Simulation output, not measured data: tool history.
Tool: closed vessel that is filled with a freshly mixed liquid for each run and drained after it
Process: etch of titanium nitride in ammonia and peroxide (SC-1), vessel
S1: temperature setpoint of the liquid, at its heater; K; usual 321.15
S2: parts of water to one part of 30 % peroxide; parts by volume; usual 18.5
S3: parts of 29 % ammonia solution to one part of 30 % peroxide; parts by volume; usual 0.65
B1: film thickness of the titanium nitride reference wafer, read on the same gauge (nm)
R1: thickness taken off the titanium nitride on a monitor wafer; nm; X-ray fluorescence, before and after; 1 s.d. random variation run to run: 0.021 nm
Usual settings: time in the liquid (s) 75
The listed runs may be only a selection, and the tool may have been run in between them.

run 1 day=0 | S1=318.65 S2=18.5 S3=0.65 time_in_the_liquid_(s)=75 | B1=60 | R1=4.44
run 2 day=0.6 | S1=321.15 S2=18.5 S3=0.65 time_in_the_liquid_(s)=100 | B1=60 | R1=7.11
run 3 day=1.038 | S1=321.15 S2=18.5 S3=0.65 time_in_the_liquid_(s)=100 | B1=60.02 | R1=7.01
run 4 day=1.517 | S1=321.15 S2=18.5 S3=0.65 time_in_the_liquid_(s)=100 | B1=59.99 | R1=7.09
run 5 day=2.15 | S1=321.15 S2=18.5 S3=0.75 time_in_the_liquid_(s)=95 | B1=59.98 | R1=6.85
run 6 day=2.842 | S1=321.15 S2=18.5 S3=0.75 time_in_the_liquid_(s)=95 | B1=59.98 | R1=6.88
run 7 day=3.408 | S1=321.15 S2=18.5 S3=0.75 time_in_the_liquid_(s)=95 | B1=60 | R1=6.89
run 8 day=3.746 | S1=323.65 S2=18.5 S3=0.65 time_in_the_liquid_(s)=75 | B1=59.97 | R1=6.31
run 9 day=4.5 | S1=321.15 S2=15.5 S3=0.65 time_in_the_liquid_(s)=75 | B1=60.02 | R1=5.83
run 10 day=5.204 | S1=330.65 S2=27 S3=0.65 time_in_the_liquid_(s)=75 | B1=59.98 | R1=8.24
run 11 day=5.758 | S1=311.65 S2=21.5 S3=0.85 time_in_the_liquid_(s)=75 | B1=59.97 | R1=2.57
run 12 day=6.025 | S1=327.15 S2=16 S3=0.65 time_in_the_liquid_(s)=75 | B1=59.99 | R1=8.74
run 13 day=6.742 | S1=312.15 S2=12 S3=0.55 time_in_the_liquid_(s)=45 | B1=60.02 | R1=2.03
run 14 day=7.154 | S1=321.15 S2=22 S3=0.65 time_in_the_liquid_(s)=45 | B1=60 | R1=2.91
run 15 day=7.821 | S1=330.65 S2=13 S3=0.45 time_in_the_liquid_(s)=95 | B1=59.99 | R1=14.69
run 16 day=8.358 | S1=321.15 S2=18.5 S3=0.65 time_in_the_liquid_(s)=75 | B1=59.98 | R1=5.3
run 17 day=8.942 | S1=327.15 S2=10.5 S3=0.75 time_in_the_liquid_(s)=100 | B1=60.01 | R1=14.93
run 18 day=9.625 | S1=321.15 S2=18.5 S3=0.65 time_in_the_liquid_(s)=75 | B1=60.04 | R1=5.3
run 19 day=10.271 | S1=311.65 S2=18.5 S3=0.65 time_in_the_liquid_(s)=90 | B1=60.01 | R1=3.18

Between the runs listed above, the log contained 4 entries, not reproduced here. Where in the sequence does each belong, and how does what the log doesn't record of the tool's condition differ from the listed run before to the listed run after?
In the gap between runs 7 and 8: new drum of ammonia solution connected (day 3.696)
  no hidden state differs between the two runs
In the gap between runs 8 and 9: thermometer replaced (day 4.321)
  no hidden state differs between the two runs
In the gap between runs 12 and 13: ammonia flow meter replaced (day 6.171)
  no hidden state differs between the two runs
In the gap between runs 15 and 16: gauge calibrated (day 8.071)
  no hidden state differs between the two runs
